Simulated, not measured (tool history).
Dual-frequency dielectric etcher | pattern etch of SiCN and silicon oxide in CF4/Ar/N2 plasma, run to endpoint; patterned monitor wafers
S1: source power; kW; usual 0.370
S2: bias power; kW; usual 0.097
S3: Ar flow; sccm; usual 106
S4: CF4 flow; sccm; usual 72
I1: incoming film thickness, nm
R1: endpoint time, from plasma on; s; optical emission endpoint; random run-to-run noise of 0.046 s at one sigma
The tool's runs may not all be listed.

run 1 day=0.000 | S1=0.370 S2=0.097 S3=106 S4=72 | I1=12.48 | R1=15.2
run 2 day=2.796 | S1=0.370 S2=0.097 S3=106 S4=72 | I1=12.43 | R1=15.1
run 3 day=4.962 | S1=0.370 S2=0.097 S3=106 S4=72 | I1=12.47 | R1=15.2
run 4 day=7.704 | S1=0.370 S2=0.084 S3=106 S4=72 | I1=12.43 | R1=15.8
run 5 day=9.438 | S1=0.370 S2=0.084 S3=106 S4=72 | I1=12.54 | R1=15.9
-- day=10.825 upper electrode replaced
run 6 day=10.846 | S1=0.370 S2=0.084 S3=106 S4=72 | I1=12.64 | R1=16.0
run 7 day=12.075 | S1=0.370 S2=0.097 S3=106 S4=72 | I1=12.49 | R1=15.2
run 8 day=13.333 | S1=0.370 S2=0.097 S3=106 S4=72 | I1=12.45 | R1=15.3
run 9 day=14.996 | S1=0.370 S2=0.097 S3=106 S4=72 | I1=12.42 | R1=15.4
run 10 day=17.921 | S1=0.370 S2=0.097 S3=106 S4=66 | I1=12.63 | R1=15.9
run 11 day=19.875 | S1=0.370 S2=0.085 S3=106 S4=79 | I1=12.51 | R1=15.8
-- day=22.100 wet clean of the chamber
run 12 day=22.121 | S1=0.400 S2=0.078 S3=122 S4=57 | I1=12.37 | R1=15.8
-- day=23.667 Ar flow controller replaced
run 13 day=23.971 | S1=0.370 S2=0.081 S3=127 S4=72 | I1=12.45 | R1=16.5
run 14 day=25.196 | S1=0.370 S2=0.087 S3=106 S4=72 | I1=12.56 | R1=15.8
-- day=26.400 CF4 flow controller replaced
run 15 day=27.892 | S1=0.370 S2=0.097 S3=106 S4=72 | I1=12.54 | R1=15.5
-- day=30.304 source power generator calibrated
run 16 day=30.762 | S1=0.370 S2=0.084 S3=106 S4=72 | I1=12.54 | R1=15.2
run 17 day=33.092 | S1=0.310 S2=0.109 S3=106 S4=87 | I1=12.42 | R1=16.9
run 18 day=35.633 | S1=0.310 S2=0.086 S3=128 S4=63 | I1=12.57 | R1=19.4
run 19 day=36.867 | S1=0.370 S2=0.097 S3=106 S4=72 | I1=12.47 | R1=14.6
-- day=39.225 bias power generator calibrated
run 20 day=39.708 | S1=0.370 S2=0.097 S3=92 S4=78 | I1=12.55 | R1=14.3
-- day=44.888 wet clean of the chamber
run 21 day=45.942 | S1=0.340 S2=0.116 S3=91 S4=72 | I1=12.47 | R1=15.1
run 22 day=48.088 | S1=0.370 S2=0.097 S3=106 S4=78 | I1=12.53 | R1=14.7
run 23 day=49.642 | S1=0.370 S2=0.097 S3=106 S4=72 | I1=12.57 | R1=14.9
run 24 day=52.512 | S1=0.330 S2=0.097 S3=106 S4=72 | I1=12.39 | R1=16.6

What the log doesn't show, run by run:
etch rate over this chamber's usual, %: 0 on each run
bias power that arrives over what is set, %: 0 on each run
CF4 flow that arrives over what is set, %: 0 on each run
H1: source power that arrives over what is set, %
H2: Ar flow that arrives over what is set, %
run=1 H1=-4.14 H2=5.5
run=2 H1=-4.26 H2=5.8
run=3 H1=-4.35 H2=6.03
run=4 H1=-4.47 H2=6.31
run=5 H1=-4.55 H2=6.5
run=6 H1=-4.61 H2=6.64
run=7 H1=-4.66 H2=6.77
run=8 H1=-4.71 H2=6.91
run=9 H1=-4.79 H2=7.08
run=10 H1=-4.91 H2=7.39
run=11 H1=-5 H2=7.59
run=12 H1=-5.1 H2=7.83
run=13 H1=-5.18 H2=1.28
run=14 H1=-5.23 H2=1.41
run=15 H1=-5.34 H2=1.69
run=16 H1=-0.808 H2=1.99
run=17 H1=-0.909 H2=2.24
run=18 H1=-1.02 H2=2.51
run=19 H1=-1.07 H2=2.64
run=20 H1=-1.2 H2=2.93
run=21 H1=-1.47 H2=3.59
run=22 H1=-1.56 H2=3.82
run=23 H1=-1.63 H2=3.98
run=24 H1=-1.75 H2=4.28
